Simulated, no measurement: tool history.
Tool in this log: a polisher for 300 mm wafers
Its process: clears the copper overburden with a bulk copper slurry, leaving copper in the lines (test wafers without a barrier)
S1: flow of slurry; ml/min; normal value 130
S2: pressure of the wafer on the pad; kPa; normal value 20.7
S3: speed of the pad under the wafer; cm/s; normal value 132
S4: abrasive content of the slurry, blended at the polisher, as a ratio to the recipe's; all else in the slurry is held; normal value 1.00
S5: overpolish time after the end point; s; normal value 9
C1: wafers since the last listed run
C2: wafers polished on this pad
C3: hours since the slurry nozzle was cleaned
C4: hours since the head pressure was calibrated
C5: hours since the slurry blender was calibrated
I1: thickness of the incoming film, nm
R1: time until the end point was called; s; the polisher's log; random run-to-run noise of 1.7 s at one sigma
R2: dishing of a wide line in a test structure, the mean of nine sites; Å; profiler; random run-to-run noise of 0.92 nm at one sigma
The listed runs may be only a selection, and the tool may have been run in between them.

Run 1, day 0.000: usual settings but S4 0.85; C1 0; C2 2349; C3 209.2; C4 707.6; C5 196.5; I1 1505.9. Result: R1 114.5 s, R2 494 Å.
Run 2, day 2.267: usual settings but S4 0.85; C1 528; C2 2877; C3 263.6; C4 762.0; C5 250.9; I1 1503.3. Result: R1 112.8 s, R2 493 Å.
At day 6.292: worn pad replaced by a new one.
Run 3, day 6.504: usual settings but S4 0.85; C1 949; C2 49; C3 365.3; C4 863.7; C5 352.6; I1 1510.8. Result: R1 116.2 s, R2 492 Å.
Run 4, day 8.375: usual settings; C1 436; C2 486; C3 410.2; C4 908.6; C5 397.5; I1 1514.2. Result: R1 113.8 s, R2 498 Å.
At day 8.646: slurry nozzle cleaned.
At day 11.167: slurry blender recalibrated.
Run 5, day 11.508: usual settings; C1 701; C2 1187; C3 68.7; C4 983.8; C5 8.2; I1 1461.6. Result: R1 112.3 s, R2 484 Å.
At day 18.662: head pressure recalibrated.
Run 6, day 19.638: usual settings; C1 1876; C2 3064; C3 263.8; C4 23.4; C5 203.3; I1 1493.0. Result: R1 119.1 s, R2 484 Å.
Run 7, day 22.021: usual settings; C1 555; C2 3620; C3 321.0; C4 80.6; C5 260.5; I1 1487.0. Result: R1 121.6 s, R2 467 Å.
At day 22.275: worn pad replaced by a new one.
At day 26.421: slurry blender recalibrated.
Run 8, day 26.442: usual settings; C1 972; C2 952; C3 427.1; C4 186.7; C5 0.5; I1 1507.5. Result: R1 122.4 s, R2 457 Å.
At day 26.717: slurry nozzle cleaned.
Run 9, day 29.046: usual settings; C1 597; C2 1550; C3 55.9; C4 249.2; C5 63.0; I1 1493.5. Result: R1 121.3 s, R2 480 Å.
Run 10, day 32.754: usual settings; C1 864; C2 2415; C3 144.9; C4 338.2; C5 152.0; I1 1483.4. Result: R1 124.4 s, R2 458 Å.
Run 11, day 36.917: usual settings; C1 970; C2 3385; C3 244.8; C4 438.1; C5 251.9; I1 1495.1. Result: R1 123.3 s, R2 458 Å.
At day 39.804: head pressure recalibrated, repeated, since the last time left the tool worse.
Run 12, day 40.271: usual settings; C1 762; C2 4148; C3 325.3; C4 11.2; C5 332.4; I1 1490.9. Result: R1 107.4 s, R2 501 Å.
At day 40.812: worn pad replaced by a new one.
Run 13, day 42.475: usual settings; C1 475; C2 388; C3 378.2; C4 64.1; C5 385.3; I1 1502.7. Result: R1 110.5 s, R2 510 Å.
At day 42.721: slurry nozzle cleaned.
Run 14, day 44.133: usual settings; C1 377; C2 765; C3 33.9; C4 103.9; C5 425.1; I1 1469.7. Result: R1 107.6 s, R2 497 Å.
At day 46.229: slurry blender recalibrated.
Run 15, day 48.067: usual settings but S4 0.85; C1 897; C2 1663; C3 128.3; C4 198.3; C5 44.1; I1 1496.4. Result: R1 113.1 s, R2 495 Å.
Run 16, day 51.904: usual settings but S3 120 cm/s, S4 1.10, S5 5 s; C1 894; C2 2558; C3 220.4; C4 290.4; C5 136.2; I1 1492.1. Result: R1 115.6 s, R2 358 Å.
Run 17, day 54.808: usual settings; C1 677; C2 3235; C3 290.1; C4 360.1; C5 205.9; I1 1484.5. Result: R1 113.2 s, R2 491 Å.
At day 58.850: worn pad replaced by a new one.
Run 18, day 58.871: usual settings but S3 116 cm/s, S4 0.70; C1 908; C2 5; C3 387.6; C4 457.6; C5 303.4; I1 1483.5. Result: R1 128.5 s, R2 470 Å.
At day 60.158: slurry nozzle cleaned.
Run 19, day 63.054: usual settings but S1 110 ml/min, S2 15.9 kPa, S3 158 cm/s; C1 965; C2 971; C3 69.5; C4 558.0; C5 403.8; I1 1467.5. Result: R1 127.9 s, R2 421 Å.
At day 65.404: slurry blender recalibrated.
Run 20, day 66.412: usual settings but S1 170 ml/min, S3 100 cm/s; C1 763; C2 1734; C3 150.1; C4 638.6; C5 24.2; I1 1493.3. Result: R1 128.5 s, R2 454 Å.
Run 21, day 68.912: usual settings but S1 95 ml/min; C1 583; C2 2317; C3 210.1; C4 698.6; C5 84.2; I1 1473.7. Result: R1 123.8 s, R2 493 Å.
Run 22, day 71.646: usual settings but S4 1.20; C1 637; C2 2955; C3 275.7; C4 764.2; C5 149.8; I1 1508.0. Result: R1 109.9 s, R2 507 Å.
Run 23, day 75.717: usual settings but S2 24.8 kPa, S4 0.70, S5 11 s; C1 949; C2 3904; C3 373.4; C4 861.9; C5 247.5; I1 1458.8. Result: R1 95.2 s, R2 578 Å.
At day 75.792: slurry nozzle cleaned.
At day 76.929: worn pad replaced by a new one.
Run 24, day 78.108: usual settings but S3 156 cm/s, S5 13 s; C1 509; C2 274; C3 55.6; C4 919.3; C5 304.9; I1 1485.8. Result: R1 102.5 s, R2 564 Å.
Run 25, day 81.629: usual settings but S2 17.2 kPa, S3 162 cm/s, S4 1.25, S5 14 s; C1 821; C2 1095; C3 140.1; C4 1003.8; C5 389.4; I1 1487.6. Result: R1 119.5 s, R2 562 Å.
At day 82.050: slurry blender recalibrated.
Run 26, day 85.462: usual settings but S1 155 ml/min; C1 874; C2 1970; C3 232.1; C4 1095.8; C5 81.9; I1 1499.3. Result: R1 110.7 s, R2 478 Å.
At day 87.050: head pressure recalibrated.
Run 27, day 88.221: usual settings but S1 150 ml/min, S3 164 cm/s, S4 0.90, S5 11 s; C1 623; C2 2594; C3 298.3; C4 28.1; C5 148.1; I1 1506.7. Result: R1 90.8 s, R2 587 Å.

4 ways to go on from here, each from the tool as it stands after run 27. What would each give?
Run A, day 88.242: usual settings; C1 4; C2 2599; C3 298.8; C4 28.6; C5 148.6; I1 1481.3. Result: R1 ?, R2 ?.
Run B, day 88.242: usual settings but S4 0.80, S5 12 s; C1 4; C2 2599; C3 298.8; C4 28.6; C5 148.6; I1 1481.3. Result: R1 ?, R2 ?.
Run C, day 88.242: usual settings but S1 115 ml/min, S3 164 cm/s, S5 6 s; C1 4; C2 2599; C3 298.8; C4 28.6; C5 148.6; I1 1481.3. Result: R1 ?, R2 ?.
Run D, day 88.242: usual settings but S3 172 cm/s, S4 0.90; C1 4; C2 2599; C3 298.8; C4 28.6; C5 148.6; I1 1481.3. Result: R1 ?, R2 ?.

run     R1   R2
  A  105.0  504
  B  108.2  553
  C   92.6  442
  D   88.1  538
With the hidden condition removed and each run's random variation left untouched, the same runs would have given:
run     R1   R2
  A  104.7  505
  B  107.9  554
  C   92.3  443
  D   87.9  539
